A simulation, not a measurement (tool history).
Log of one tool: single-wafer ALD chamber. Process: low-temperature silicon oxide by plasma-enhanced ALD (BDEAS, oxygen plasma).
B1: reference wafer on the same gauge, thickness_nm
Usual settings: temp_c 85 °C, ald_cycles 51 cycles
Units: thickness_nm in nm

Run 1, hour 0.0: usual settings; B1 6.828. Result: thickness_nm 7.143 nm.
Run 2, hour 8.2: usual settings; B1 6.828. Result: thickness_nm 7.145 nm.
Run 3, hour 24.3: usual settings; B1 6.829. Result: thickness_nm 7.149 nm.
Run 4, hour 37.6: usual settings; B1 6.828. Result: thickness_nm 7.149 nm.
Run 5, hour 47.8: usual settings; B1 6.831. Result: thickness_nm 7.157 nm.
Run 6, hour 57.4: usual settings; B1 6.833. Result: thickness_nm 7.178 nm.
Run 7, hour 66.7: usual settings; B1 6.831. Result: thickness_nm 7.138 nm.
Run 8, hour 83.9: usual settings; B1 6.833. Result: thickness_nm 7.158 nm.
At hour 101.7: thermocouple changed; heater temperature recalibrated.
Run 9, hour 102.2: usual settings; B1 6.834. Result: thickness_nm 7.133 nm.
Run 10, hour 107.0: usual settings; B1 6.829. Result: thickness_nm 7.170 nm.
Run 11, hour 123.9: usual settings; B1 6.829. Result: thickness_nm 7.144 nm.
Run 12, hour 134.9: usual settings but temp_c 98 °C, ald_cycles 45 cycles; B1 6.829. Result: thickness_nm 6.063 nm.
At hour 178.0: gauge calibrated.
Run 13, hour 186.8: usual settings but temp_c 90 °C, ald_cycles 41 cycles; B1 6.828. Result: thickness_nm 5.682 nm.
Run 14, hour 202.6: usual settings but temp_c 73 °C, ald_cycles 57 cycles; B1 6.832. Result: thickness_nm 8.302 nm.
Run 15, hour 217.6: usual settings but temp_c 71 °C; B1 6.827. Result: thickness_nm 7.478 nm.
Run 16, hour 233.6: usual settings but temp_c 90 °C; B1 6.834. Result: thickness_nm 7.055 nm.
Run 17, hour 243.6: usual settings but temp_c 75 °C, ald_cycles 55 cycles; B1 6.834. Result: thickness_nm 7.960 nm.
Run 18, hour 257.8: usual settings but temp_c 70 °C, ald_cycles 54 cycles; B1 6.828. Result: thickness_nm 7.954 nm.
Run 19, hour 265.1: usual settings; B1 6.830. Result: thickness_nm 7.129 nm.
Run 20, hour 289.1: usual settings but temp_c 79 °C, ald_cycles 54 cycles; B1 6.830. Result: thickness_nm 7.719 nm.
Run 21, hour 296.8: usual settings; B1 6.834. Result: thickness_nm 7.146 nm.
Run 22, hour 308.8: usual settings; B1 6.833. Result: thickness_nm 7.150 nm.

Forecast each of these 5 alternatives for the next run:
Run A, hour 309.3: usual settings; B1 ?. Result: thickness_nm ?.
Run B, hour 309.3: usual settings but temp_c 72 °C, ald_cycles 56 cycles; B1 ?. Result: thickness_nm ?.
Run C, hour 309.3: usual settings but temp_c 79 °C, ald_cycles 43 cycles; B1 ?. Result: thickness_nm ?.
Run D, hour 309.3: usual settings but temp_c 99 °C; B1 ?. Result: thickness_nm ?.
Run E, hour 309.3: usual settings but ald_cycles 46 cycles; B1 ?. Result: thickness_nm ?.

run     B1  thickness_nm
  A  6.832         7.137
  B  6.832         8.143
  C  6.832         6.126
  D  6.832         6.836
  E  6.832         6.437
Without the tool's hidden state the same runs would have given:
run  thickness_nm
  A         7.137
  B         8.143
  C         6.126
  D         6.836
  E         6.437

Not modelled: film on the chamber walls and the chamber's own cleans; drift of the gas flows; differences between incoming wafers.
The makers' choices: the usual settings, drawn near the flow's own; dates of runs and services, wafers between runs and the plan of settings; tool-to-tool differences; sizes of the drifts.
